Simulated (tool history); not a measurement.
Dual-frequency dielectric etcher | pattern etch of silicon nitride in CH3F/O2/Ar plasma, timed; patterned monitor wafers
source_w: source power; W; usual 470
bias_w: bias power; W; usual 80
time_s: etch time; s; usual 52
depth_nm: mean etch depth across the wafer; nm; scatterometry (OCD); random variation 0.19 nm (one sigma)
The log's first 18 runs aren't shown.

run   hour  source_w  bias_w  time_s  read-back reference wafer on the same gauge, depth_nm  depth_nm
     488.6  -- wet clean of the chamber
 19  489.1       470      80      37                                                  43.47     28.86
 20  489.4       470      80      52                                                  43.47     40.72
     503.9  -- source power generator calibrated
 21  504.6       470      80      52                                                  43.41     40.69
 22  516.8       420      62    60.5                                                  43.42     41.36
     521.3  -- bias power generator calibrated
 23  607.1       470      80      52                                                  43.28     40.85
 24  619.5       430      80      52                                                   43.3     38.76
 25  631.6       410      88      46                                                  43.23     34.91
 26  647.3       580      94      52                                                  43.21     46.48
 27  681.6       470      96      52                                                  43.21     42.85
 28  694.6       390      67    36.5                                                  43.19     24.58
 29  712.8       380      80      52                                                  43.21     36.97
 30  745.4       410      95      48                                                  43.12     37.01

Forecast each of these 4 alternatives for the next run:
  A  745.8       470      80      58                                                      ?         ?
  B  745.8       540      80    36.5                                                      ?         ?
  C  745.8       370      80    59.5                                                      ?         ?
  D  745.8       470      80      61                                                      ?         ?

run  read-back reference wafer on the same gauge, depth_nm  depth_nm
  A                                                  43.11      45.2
  B                                                  43.11     30.23
  C                                                  43.11     41.63
  D                                                  43.11     47.54
Without the tool's hidden state the same runs would have given:
run  depth_nm
  A     45.92
  B     30.71
  C      42.3
  D      48.3

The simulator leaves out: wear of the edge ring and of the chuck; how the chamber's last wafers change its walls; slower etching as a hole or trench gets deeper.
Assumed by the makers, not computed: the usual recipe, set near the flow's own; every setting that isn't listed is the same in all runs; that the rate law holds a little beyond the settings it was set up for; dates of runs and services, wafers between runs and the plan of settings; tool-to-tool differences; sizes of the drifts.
